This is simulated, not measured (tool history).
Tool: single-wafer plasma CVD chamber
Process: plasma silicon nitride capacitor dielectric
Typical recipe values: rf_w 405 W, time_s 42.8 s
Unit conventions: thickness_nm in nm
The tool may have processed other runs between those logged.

run,hour,rf_w,time_s,"read-back reference wafer on the same gauge, thickness_nm",thickness_nm
1,0,405,42.8,56.521,56.411
2,107.4,405,42.8,56.473,56.27
3,199.8,405,42.8,56.523,56.546
4,266.7,465,37.7,56.542,52.709
5,308.1,405,48.6,56.534,63.98
6,368.6,405,48.6,56.525,63.998
# hour 414.4: showerhead replaced
7,437.5,405,48.6,56.507,63.957
# hour 495.7: RF generator calibrated
8,536.1,405,42.8,56.465,58.056
9,581.9,405,42.8,56.479,58.065
10,657,405,42.8,56.533,58.174
11,755.6,405,42.8,56.496,57.967
12,821.3,480,40.4,56.534,58.439
# hour 850.5: gauge calibrated
13,901.9,360,42.8,56.532,54.508
14,981.1,365,51.1,56.498,65.32
15,1052.3,460,47.9,56.533,67.397
16,1112.7,350,36.8,56.537,46.127

Alternative continuations, all from the tool just after run 16; predict every row:
A,1113.1,325,42.8,?,?
B,1113.1,445,45.4,?,?
C,1113.1,340,49.7,?,?

run,"read-back reference wafer on the same gauge, thickness_nm",thickness_nm
A,56.467,52.245
B,56.467,63.543
C,56.467,61.951
Without the tool's hidden state the same runs would have given:
run,thickness_nm
A,53.248
B,64.762
C,63.139

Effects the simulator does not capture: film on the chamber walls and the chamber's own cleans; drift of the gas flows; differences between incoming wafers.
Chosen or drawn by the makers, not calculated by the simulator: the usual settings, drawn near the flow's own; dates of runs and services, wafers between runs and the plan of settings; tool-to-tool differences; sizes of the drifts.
